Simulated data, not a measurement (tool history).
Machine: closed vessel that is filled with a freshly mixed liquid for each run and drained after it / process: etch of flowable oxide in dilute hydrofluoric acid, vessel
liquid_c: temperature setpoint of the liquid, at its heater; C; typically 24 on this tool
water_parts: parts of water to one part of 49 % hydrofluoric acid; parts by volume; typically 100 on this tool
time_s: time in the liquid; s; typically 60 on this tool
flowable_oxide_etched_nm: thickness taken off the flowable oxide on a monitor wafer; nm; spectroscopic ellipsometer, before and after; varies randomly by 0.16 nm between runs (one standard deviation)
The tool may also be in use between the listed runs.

| run | hour | liquid_c | water_parts | time_s | wafers since the last listed run | hours since the thermometer was replaced | hours since the hydrofluoric acid flow meter was replaced | hours since the gauge calibration | read-back film thickness of the flowable oxide reference wafer, read on the same gauge (nm) | flowable_oxide_etched_nm |
|---|---|---|---|---|---|---|---|---|---|---|
| 1 | 0 | 27.5 | 100 | 60 | 0 | 1682.8 | 1003.5 | 191.4 | 139.66 | 23.25 |
| 2 | 80.4 | 27.5 | 100 | 60 | 7435 | 1763.2 | 1083.9 | 271.8 | 139.43 | 22.97 |
| 3 | 139.8 | 24 | 100 | 60 | 5493 | 1822.6 | 1143.3 | 331.2 | 139.2 | 20.37 |
| 4 | 179.5 | 24 | 100 | 60 | 3671 | 1862.3 | 1183 | 370.9 | 139.03 | 20.17 |
| 5 | 278.2 | 24 | 115 | 60 | 9128 | 1961 | 1281.7 | 469.6 | 138.48 | 17.13 |
| 6 | 325.9 | 24 | 115 | 60 | 4411 | 2008.7 | 1329.4 | 517.3 | 138.17 | 17.02 |
| 7 | 422 | 26.5 | 100 | 60 | 8887 | 2104.8 | 1425.5 | 613.4 | 137.51 | 21.83 |
| 8 | 484.5 | 24 | 100 | 60 | 5780 | 2167.3 | 1488 | 675.9 | 137.01 | 19.78 |
|  | 535.5 | thermometer replaced |
| 9 | 537.7 | 28.5 | 130 | 90 | 4827 | 2.2 | 1541.2 | 729.1 | 136.56 | 25.99 |
|  | 565.3 | gauge calibrated |
| 10 | 575.4 | 24 | 100 | 60 | 3486 | 39.9 | 1578.9 | 10.1 | 139.99 | 20.2 |
| 11 | 632.3 | 24 | 80 | 60 | 5262 | 96.8 | 1635.8 | 67 | 139.97 | 25.97 |
| 12 | 709.6 | 24 | 100 | 60 | 7149 | 174.1 | 1713.1 | 144.3 | 139.84 | 20.23 |
|  | 726.9 | hydrofluoric acid flow meter replaced |
| 13 | 804.3 | 27 | 125 | 60 | 8665 | 268.8 | 77.4 | 239 | 139.58 | 17.45 |
| 14 | 871.7 | 22.5 | 130 | 45 | 6233 | 336.2 | 144.8 | 306.4 | 139.41 | 10.55 |
| 15 | 921.5 | 26.5 | 125 | 50 | 4605 | 386 | 194.6 | 356.2 | 139.23 | 14.37 |

Alternative continuations, all from the tool just after run 15; predict every row:
| A | 922.2 | 21.5 | 100 | 60 | 64 | 386.7 | 195.3 | 356.9 | ? | ? |
| B | 922.2 | 22.5 | 100 | 40 | 64 | 386.7 | 195.3 | 356.9 | ? | ? |
| C | 922.2 | 24 | 140 | 60 | 64 | 386.7 | 195.3 | 356.9 | ? | ? |
| D | 922.2 | 19.5 | 100 | 90 | 64 | 386.7 | 195.3 | 356.9 | ? | ? |
| E | 922.2 | 26 | 75 | 35 | 64 | 386.7 | 195.3 | 356.9 | ? | ? |

| run | read-back film thickness of the flowable oxide reference wafer, read on the same gauge (nm) | flowable_oxide_etched_nm |
|---|---|---|
| A | 139.17 | 18.12 |
| B | 139.17 | 12.58 |
| C | 139.17 | 13.64 |
| D | 139.17 | 25.05 |
| E | 139.17 | 17.42 |
Without the tool's unlogged condition, the same runs would have read:
| run | flowable_oxide_etched_nm |
|---|---|
| A | 18.23 |
| B | 12.65 |
| C | 13.72 |
| D | 25.2 |
| E | 17.52 |
